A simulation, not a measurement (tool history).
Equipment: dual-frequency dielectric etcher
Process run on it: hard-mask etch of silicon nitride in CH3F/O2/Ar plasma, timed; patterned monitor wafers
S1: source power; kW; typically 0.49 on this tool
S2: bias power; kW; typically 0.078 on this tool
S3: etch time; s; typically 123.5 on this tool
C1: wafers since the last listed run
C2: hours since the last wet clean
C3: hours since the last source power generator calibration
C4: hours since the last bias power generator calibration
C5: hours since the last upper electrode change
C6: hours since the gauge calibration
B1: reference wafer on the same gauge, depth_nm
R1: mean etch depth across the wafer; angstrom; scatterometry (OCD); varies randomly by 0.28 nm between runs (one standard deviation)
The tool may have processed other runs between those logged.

{"run": 1, "hour": 0.0, "S1": 0.56, "S2": 0.078, "S3": 123.5, "C1": 0, "C2": 58.6, "C3": 1679.7, "C4": 1497.4, "C5": 2052.3, "C6": 350, "B1": 108.2, "R1": 1022}
{"run": 2, "hour": 59.6, "S1": 0.56, "S2": 0.078, "S3": 123.5, "C1": 586, "C2": 118.2, "C3": 1739.3, "C4": 1557, "C5": 2111.9, "C6": 409.6, "B1": 108.2, "R1": 1017}
{"run": 3, "hour": 86.4, "S1": 0.49, "S2": 0.078, "S3": 148.5, "C1": 263, "C2": 145, "C3": 1766.1, "C4": 1583.8, "C5": 2138.7, "C6": 436.4, "B1": 108.2, "R1": 1169}
{"run": 4, "hour": 118.5, "S1": 0.57, "S2": 0.078, "S3": 141.5, "C1": 315, "C2": 177.1, "C3": 1798.2, "C4": 1615.9, "C5": 2170.8, "C6": 468.5, "B1": 108.2, "R1": 1172}
{"run": 5, "hour": 180.5, "S1": 0.49, "S2": 0.064, "S3": 123.5, "C1": 609, "C2": 239.1, "C3": 1860.2, "C4": 1677.9, "C5": 2232.8, "C6": 530.5, "B1": 108.3, "R1": 915}
{"run": 6, "hour": 241.2, "S1": 0.49, "S2": 0.064, "S3": 123.5, "C1": 596, "C2": 299.8, "C3": 1920.9, "C4": 1738.6, "C5": 2293.5, "C6": 591.2, "B1": 108.2, "R1": 916}
{"run": 7, "hour": 273.3, "S1": 0.49, "S2": 0.064, "S3": 123.5, "C1": 315, "C2": 331.9, "C3": 1953, "C4": 1770.7, "C5": 2325.6, "C6": 623.3, "B1": 108.2, "R1": 916}
{"run": 8, "hour": 307.1, "S1": 0.49, "S2": 0.067, "S3": 123.5, "C1": 332, "C2": 365.7, "C3": 1986.8, "C4": 1804.5, "C5": 2359.4, "C6": 657.1, "B1": 108.2, "R1": 924}
{"run": 9, "hour": 365.6, "S1": 0.49, "S2": 0.067, "S3": 123.5, "C1": 575, "C2": 424.2, "C3": 2045.3, "C4": 1863, "C5": 2417.9, "C6": 715.6, "B1": 108.2, "R1": 927}
{"run": 10, "hour": 411.2, "S1": 0.49, "S2": 0.078, "S3": 123.5, "C1": 448, "C2": 469.8, "C3": 2090.9, "C4": 1908.6, "C5": 2463.5, "C6": 761.2, "B1": 108.3, "R1": 962}
{"hour": 450.0, "done": "wet clean of the chamber"}
{"run": 11, "hour": 558.0, "S1": 0.49, "S2": 0.078, "S3": 123.5, "C1": 1207, "C2": 108, "C3": 2237.7, "C4": 2055.4, "C5": 2610.3, "C6": 908, "B1": 108.1, "R1": 985}
{"run": 12, "hour": 615.8, "S1": 0.49, "S2": 0.078, "S3": 123.5, "C1": 568, "C2": 165.8, "C3": 2295.5, "C4": 2113.2, "C5": 2668.1, "C6": 965.8, "B1": 108.2, "R1": 980}
{"hour": 649.9, "done": "upper electrode replaced"}
{"run": 13, "hour": 650.4, "S1": 0.54, "S2": 0.078, "S3": 123.5, "C1": 104, "C2": 200.4, "C3": 2330.1, "C4": 2147.8, "C5": 0.5, "C6": 1000.4, "B1": 108.2, "R1": 1009}
{"run": 14, "hour": 675.4, "S1": 0.54, "S2": 0.078, "S3": 123.5, "C1": 245, "C2": 225.4, "C3": 2355.1, "C4": 2172.8, "C5": 25.5, "C6": 1025.4, "B1": 108.2, "R1": 1010}
{"run": 15, "hour": 735.3, "S1": 0.49, "S2": 0.078, "S3": 123.5, "C1": 588, "C2": 285.3, "C3": 2415, "C4": 2232.7, "C5": 85.4, "C6": 1085.3, "B1": 108.2, "R1": 973}
{"run": 16, "hour": 793.8, "S1": 0.49, "S2": 0.094, "S3": 159.5, "C1": 575, "C2": 343.8, "C3": 2473.5, "C4": 2291.2, "C5": 143.9, "C6": 1143.8, "B1": 108.2, "R1": 1335}
{"run": 17, "hour": 824.2, "S1": 0.38, "S2": 0.06, "S3": 98.5, "C1": 298, "C2": 374.2, "C3": 2503.9, "C4": 2321.6, "C5": 174.3, "C6": 1174.2, "B1": 108.2, "R1": 669}
{"run": 18, "hour": 869.7, "S1": 0.4, "S2": 0.078, "S3": 123.5, "C1": 447, "C2": 419.7, "C3": 2549.4, "C4": 2367.1, "C5": 219.8, "C6": 1219.7, "B1": 108.2, "R1": 915}
{"hour": 897.4, "done": "bias power generator calibrated"}
{"run": 19, "hour": 917.3, "S1": 0.43, "S2": 0.062, "S3": 123.5, "C1": 428, "C2": 467.3, "C3": 2597, "C4": 19.9, "C5": 267.4, "C6": 1267.3, "B1": 108.1, "R1": 872}
{"run": 20, "hour": 942.4, "S1": 0.45, "S2": 0.078, "S3": 143.5, "C1": 246, "C2": 492.4, "C3": 2622.1, "C4": 45, "C5": 292.5, "C6": 1292.4, "B1": 108.2, "R1": 1092}
{"hour": 969.9, "done": "gauge calibrated"}
{"hour": 973.7, "done": "wet clean of the chamber"}
{"run": 21, "hour": 984.2, "S1": 0.49, "S2": 0.072, "S3": 110.5, "C1": 175, "C2": 10.5, "C3": 2663.9, "C4": 86.8, "C5": 334.3, "C6": 14.3, "B1": 108.2, "R1": 861}
{"run": 22, "hour": 1009.3, "S1": 0.49, "S2": 0.065, "S3": 112, "C1": 246, "C2": 35.6, "C3": 2689, "C4": 111.9, "C5": 359.4, "C6": 39.4, "B1": 108.2, "R1": 845}

Run 23 has not been measured yet. What should we expect?
{"hour": 1015.0, "done": "source power generator calibrated"}
{"run": 23, "hour": 1039.5, "S1": 0.39, "S2": 0.078, "S3": 156.5, "C1": 257, "C2": 65.8, "C3": 24.5, "C4": 142.1, "C5": 389.6, "C6": 69.6, "B1": "?", "R1": "?"}

B1: 108.2
R1: 1159 angstrom
Minus the tool's unlogged condition, the same run would have read R1 1171 angstrom.
